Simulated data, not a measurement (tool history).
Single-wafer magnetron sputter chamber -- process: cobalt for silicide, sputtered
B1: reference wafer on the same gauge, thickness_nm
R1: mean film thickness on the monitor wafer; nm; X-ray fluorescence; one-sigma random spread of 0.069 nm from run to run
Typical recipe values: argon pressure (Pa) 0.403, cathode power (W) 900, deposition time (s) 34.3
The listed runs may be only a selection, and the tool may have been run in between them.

{"run": 1, "hour": 0.0, "argon pressure (Pa)": 0.403, "cathode power (W)": 900, "deposition time (s)": 34.3, "B1": 14.295, "R1": 14.85}
{"run": 2, "hour": 27.5, "argon pressure (Pa)": 0.403, "cathode power (W)": 900, "deposition time (s)": 34.3, "B1": 14.322, "R1": 14.759}
{"run": 3, "hour": 47.3, "argon pressure (Pa)": 0.403, "cathode power (W)": 900, "deposition time (s)": 34.3, "B1": 14.286, "R1": 14.717}
{"hour": 68.8, "done": "sputter target and shields replaced"}
{"run": 4, "hour": 71.3, "argon pressure (Pa)": 0.403, "cathode power (W)": 900, "deposition time (s)": 34.3, "B1": 14.325, "R1": 14.96}
{"run": 5, "hour": 88.9, "argon pressure (Pa)": 0.403, "cathode power (W)": 1000, "deposition time (s)": 34.3, "B1": 14.297, "R1": 16.555}
{"run": 6, "hour": 110.1, "argon pressure (Pa)": 0.403, "cathode power (W)": 900, "deposition time (s)": 30.4, "B1": 14.281, "R1": 13.259}
{"run": 7, "hour": 125.1, "argon pressure (Pa)": 0.403, "cathode power (W)": 900, "deposition time (s)": 30.4, "B1": 14.3, "R1": 13.225}
{"run": 8, "hour": 163.0, "argon pressure (Pa)": 0.403, "cathode power (W)": 1000, "deposition time (s)": 31.0, "B1": 14.324, "R1": 14.978}
{"run": 9, "hour": 178.4, "argon pressure (Pa)": 0.403, "cathode power (W)": 1000, "deposition time (s)": 31.0, "B1": 14.282, "R1": 14.82}
{"run": 10, "hour": 206.6, "argon pressure (Pa)": 0.403, "cathode power (W)": 900, "deposition time (s)": 34.3, "B1": 14.275, "R1": 14.893}
{"run": 11, "hour": 241.3, "argon pressure (Pa)": 0.285, "cathode power (W)": 900, "deposition time (s)": 34.3, "B1": 14.319, "R1": 15.493}
{"run": 12, "hour": 274.2, "argon pressure (Pa)": 0.285, "cathode power (W)": 900, "deposition time (s)": 34.3, "B1": 14.306, "R1": 15.413}
{"run": 13, "hour": 305.3, "argon pressure (Pa)": 0.403, "cathode power (W)": 900, "deposition time (s)": 37.6, "B1": 14.291, "R1": 16.227}
{"run": 14, "hour": 327.6, "argon pressure (Pa)": 0.285, "cathode power (W)": 900, "deposition time (s)": 34.3, "B1": 14.32, "R1": 15.395}
{"run": 15, "hour": 363.1, "argon pressure (Pa)": 0.403, "cathode power (W)": 900, "deposition time (s)": 30.0, "B1": 14.295, "R1": 12.912}
{"run": 16, "hour": 382.2, "argon pressure (Pa)": 0.249, "cathode power (W)": 1050, "deposition time (s)": 38.7, "B1": 14.315, "R1": 20.286}
{"hour": 393.7, "done": "magnet pack replaced, of another model than before"}
{"hour": 408.5, "done": "sputter target and shields replaced"}
{"hour": 408.9, "done": "gauge calibrated"}
{"run": 17, "hour": 416.1, "argon pressure (Pa)": 0.332, "cathode power (W)": 750, "deposition time (s)": 31.9, "B1": 14.283, "R1": 12.113}
{"run": 18, "hour": 432.7, "argon pressure (Pa)": 0.403, "cathode power (W)": 800, "deposition time (s)": 29.8, "B1": 14.307, "R1": 11.549}
{"run": 19, "hour": 463.6, "argon pressure (Pa)": 0.403, "cathode power (W)": 900, "deposition time (s)": 34.3, "B1": 14.287, "R1": 14.889}
{"hour": 488.4, "done": "capacitance manometer re-zeroed and calibrated"}
{"run": 20, "hour": 488.9, "argon pressure (Pa)": 0.255, "cathode power (W)": 650, "deposition time (s)": 30.1, "B1": 14.292, "R1": 10.201}
{"run": 21, "hour": 516.4, "argon pressure (Pa)": 0.285, "cathode power (W)": 900, "deposition time (s)": 34.3, "B1": 14.317, "R1": 15.86}
{"run": 22, "hour": 543.5, "argon pressure (Pa)": 0.403, "cathode power (W)": 1100, "deposition time (s)": 39.3, "B1": 14.278, "R1": 20.848}
{"run": 23, "hour": 573.4, "argon pressure (Pa)": 0.403, "cathode power (W)": 700, "deposition time (s)": 38.1, "B1": 14.295, "R1": 12.778}
{"run": 24, "hour": 606.0, "argon pressure (Pa)": 0.403, "cathode power (W)": 950, "deposition time (s)": 29.0, "B1": 14.301, "R1": 13.225}
{"run": 25, "hour": 627.3, "argon pressure (Pa)": 0.361, "cathode power (W)": 650, "deposition time (s)": 34.3, "B1": 14.302, "R1": 10.916}
{"run": 26, "hour": 644.2, "argon pressure (Pa)": 0.457, "cathode power (W)": 700, "deposition time (s)": 34.3, "B1": 14.266, "R1": 11.18}
{"run": 27, "hour": 680.0, "argon pressure (Pa)": 0.344, "cathode power (W)": 750, "deposition time (s)": 37.7, "B1": 14.304, "R1": 13.88}

Branching from run 27: 5 alternative next runs. What would each branch give?
{"run": "A", "hour": 680.4, "argon pressure (Pa)": 0.253, "cathode power (W)": 900, "deposition time (s)": 34.3, "B1": "?", "R1": "?"}
{"run": "B", "hour": 680.4, "argon pressure (Pa)": 0.284, "cathode power (W)": 900, "deposition time (s)": 37.4, "B1": "?", "R1": "?"}
{"run": "C", "hour": 680.4, "argon pressure (Pa)": 0.462, "cathode power (W)": 900, "deposition time (s)": 40.5, "B1": "?", "R1": "?"}
{"run": "D", "hour": 680.4, "argon pressure (Pa)": 0.36, "cathode power (W)": 1000, "deposition time (s)": 34.3, "B1": "?", "R1": "?"}
{"run": "E", "hour": 680.4, "argon pressure (Pa)": 0.473, "cathode power (W)": 700, "deposition time (s)": 36.5, "B1": "?", "R1": "?"}

run=A B1=14.270 R1=15.824
run=B B1=14.270 R1=16.967
run=C B1=14.270 R1=16.718
run=D B1=14.270 R1=16.600
run=E B1=14.270 R1=11.652
With no hidden state in the tool, these same runs would have given:
run=A R1=16.156
run=B R1=17.323
run=C R1=17.069
run=D R1=16.948
run=E R1=11.896
